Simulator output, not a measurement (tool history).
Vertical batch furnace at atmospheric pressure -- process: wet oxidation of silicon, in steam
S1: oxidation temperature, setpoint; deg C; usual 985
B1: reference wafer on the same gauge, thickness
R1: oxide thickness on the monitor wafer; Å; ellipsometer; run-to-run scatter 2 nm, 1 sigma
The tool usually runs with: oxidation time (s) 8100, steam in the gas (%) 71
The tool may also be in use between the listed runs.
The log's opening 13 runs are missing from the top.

Run 14, day 43.217: usual settings; B1 448.63. Result: R1 4990.6 Å.
Run 15, day 45.662: usual settings; B1 449. Result: R1 4969.9 Å.
Run 16, day 48.417: usual settings; B1 448.93. Result: R1 4998 Å.
Run 17, day 50.742: usual settings; B1 448.56. Result: R1 4999.5 Å.
Run 18, day 52.625: usual settings; B1 448.8. Result: R1 4954.7 Å.
At day 53.808: thermocouples replaced and temperature profile calibrated.
Run 19, day 55.875: usual settings but S1 961 deg C, oxidation time (s) 6270; B1 449.39. Result: R1 3317.7 Å.
Run 20, day 58.525: usual settings but S1 978 deg C, oxidation time (s) 5220, steam in the gas (%) 81; B1 448.64. Result: R1 3668.8 Å.
Run 21, day 61.529: usual settings but oxidation time (s) 4320; B1 448.06. Result: R1 3096.7 Å.
Run 22, day 65.383: usual settings but oxidation time (s) 10020, steam in the gas (%) 64; B1 449.63. Result: R1 5137.3 Å.
Run 23, day 68.717: usual settings but S1 977 deg C, oxidation time (s) 4950, steam in the gas (%) 80; B1 449.41. Result: R1 3516.7 Å.
Run 24, day 70.625: usual settings; B1 449.21. Result: R1 4812.1 Å.
Run 25, day 74.671: usual settings; B1 448.37. Result: R1 4804.6 Å.
At day 77.429: gauge calibrated.
Run 26, day 78.633: usual settings but steam in the gas (%) 63; B1 449.57. Result: R1 4439.4 Å.
Run 27, day 81.679: usual settings but S1 1006 deg C; B1 448.85. Result: R1 5494.9 Å.
Run 28, day 85.596: usual settings but S1 1003 deg C, oxidation time (s) 11190, steam in the gas (%) 65; B1 449.51. Result: R1 6276.9 Å.
At day 88.396: steam generator serviced.
Run 29, day 89.075: usual settings; B1 448.73. Result: R1 5003.1 Å.
Run 30, day 91.25: usual settings; B1 449.03. Result: R1 5018.8 Å.
Run 31, day 93.158: usual settings; B1 448.49. Result: R1 4960.6 Å.
Run 32, day 96.338: usual settings but oxidation time (s) 5100; B1 449.41. Result: R1 3644.8 Å.
Run 33, day 99.429: usual settings but S1 1001 deg C, oxidation time (s) 5340; B1 448.22. Result: R1 4209.4 Å.
Run 34, day 103.317: usual settings but oxidation time (s) 6960, steam in the gas (%) 82; B1 449.72. Result: R1 4972 Å.
Run 35, day 105.908: usual settings but S1 964 deg C, oxidation time (s) 10920, steam in the gas (%) 61; B1 449.59. Result: R1 4746.4 Å.
Run 36, day 109.688: usual settings but S1 992 deg C, oxidation time (s) 11040, steam in the gas (%) 59; B1 449.35. Result: R1 5713.4 Å.
Run 37, day 114.158: usual settings but S1 1004 deg C, steam in the gas (%) 80; B1 448.76. Result: R1 6065.8 Å.

Predict the results of run 38:
Run 38, day 118.446: usual settings but S1 974 deg C; B1 ?. Result: R1 ?.

{"run 38": {"B1": 449.59, "R1": 4608.3}}
With the hidden condition absent and the run-to-run variation left alone, this run would have shown R1 4548.1 Å.
